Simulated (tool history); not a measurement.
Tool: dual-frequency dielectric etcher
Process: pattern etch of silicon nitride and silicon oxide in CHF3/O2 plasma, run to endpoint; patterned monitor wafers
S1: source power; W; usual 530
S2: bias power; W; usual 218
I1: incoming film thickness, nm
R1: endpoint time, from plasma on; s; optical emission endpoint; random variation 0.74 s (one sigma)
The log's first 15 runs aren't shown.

{"run": 16, "hour": 354.7, "S1": 580, "S2": 182, "I1": 224.3, "R1": 172.1}
{"run": 17, "hour": 386.1, "S1": 420, "S2": 270, "I1": 222.0, "R1": 168.1}
{"run": 18, "hour": 404.2, "S1": 450, "S2": 184, "I1": 225.7, "R1": 184.5}
{"run": 19, "hour": 423.1, "S1": 530, "S2": 218, "I1": 222.7, "R1": 166.0}
{"run": 20, "hour": 440.4, "S1": 590, "S2": 202, "I1": 222.1, "R1": 163.1}
{"run": 21, "hour": 466.1, "S1": 530, "S2": 194, "I1": 223.0, "R1": 169.1}
{"hour": 491.5, "done": "source power generator calibrated"}
{"hour": 500.1, "done": "bias power generator calibrated"}
{"run": 22, "hour": 500.6, "S1": 410, "S2": 253, "I1": 224.0, "R1": 172.4}
{"run": 23, "hour": 515.8, "S1": 580, "S2": 265, "I1": 221.2, "R1": 151.7}
{"run": 24, "hour": 533.6, "S1": 460, "S2": 201, "I1": 224.3, "R1": 175.6}
{"run": 25, "hour": 556.5, "S1": 490, "S2": 175, "I1": 223.2, "R1": 176.2}
{"run": 26, "hour": 570.7, "S1": 480, "S2": 250, "I1": 223.7, "R1": 163.4}
{"run": 27, "hour": 593.1, "S1": 590, "S2": 202, "I1": 223.2, "R1": 161.5}
{"run": 28, "hour": 623.2, "S1": 470, "S2": 187, "I1": 221.3, "R1": 173.7}
{"run": 29, "hour": 676.7, "S1": 440, "S2": 238, "I1": 223.6, "R1": 168.2}
{"run": 30, "hour": 703.9, "S1": 530, "S2": 218, "I1": 223.1, "R1": 161.5}
{"run": 31, "hour": 716.8, "S1": 530, "S2": 218, "I1": 224.0, "R1": 161.7}
{"run": 32, "hour": 737.1, "S1": 530, "S2": 252, "I1": 224.6, "R1": 156.6}
{"run": 33, "hour": 749.6, "S1": 470, "S2": 187, "I1": 221.4, "R1": 172.7}

3 ways to go on from here, each from the tool as it stands after run 33. What would each give?
{"run": "A", "hour": 750.1, "S1": 530, "S2": 218, "I1": 222.3, "R1": "?"}
{"run": "B", "hour": 750.1, "S1": 530, "S2": 192, "I1": 222.3, "R1": "?"}
{"run": "C", "hour": 750.1, "S1": 440, "S2": 186, "I1": 222.3, "R1": "?"}

run=A R1=160.6
run=B R1=165.3
run=C R1=175.5
Without the tool's hidden state the same runs would have given:
run=A R1=168.1
run=B R1=173.1
run=C R1=183.6

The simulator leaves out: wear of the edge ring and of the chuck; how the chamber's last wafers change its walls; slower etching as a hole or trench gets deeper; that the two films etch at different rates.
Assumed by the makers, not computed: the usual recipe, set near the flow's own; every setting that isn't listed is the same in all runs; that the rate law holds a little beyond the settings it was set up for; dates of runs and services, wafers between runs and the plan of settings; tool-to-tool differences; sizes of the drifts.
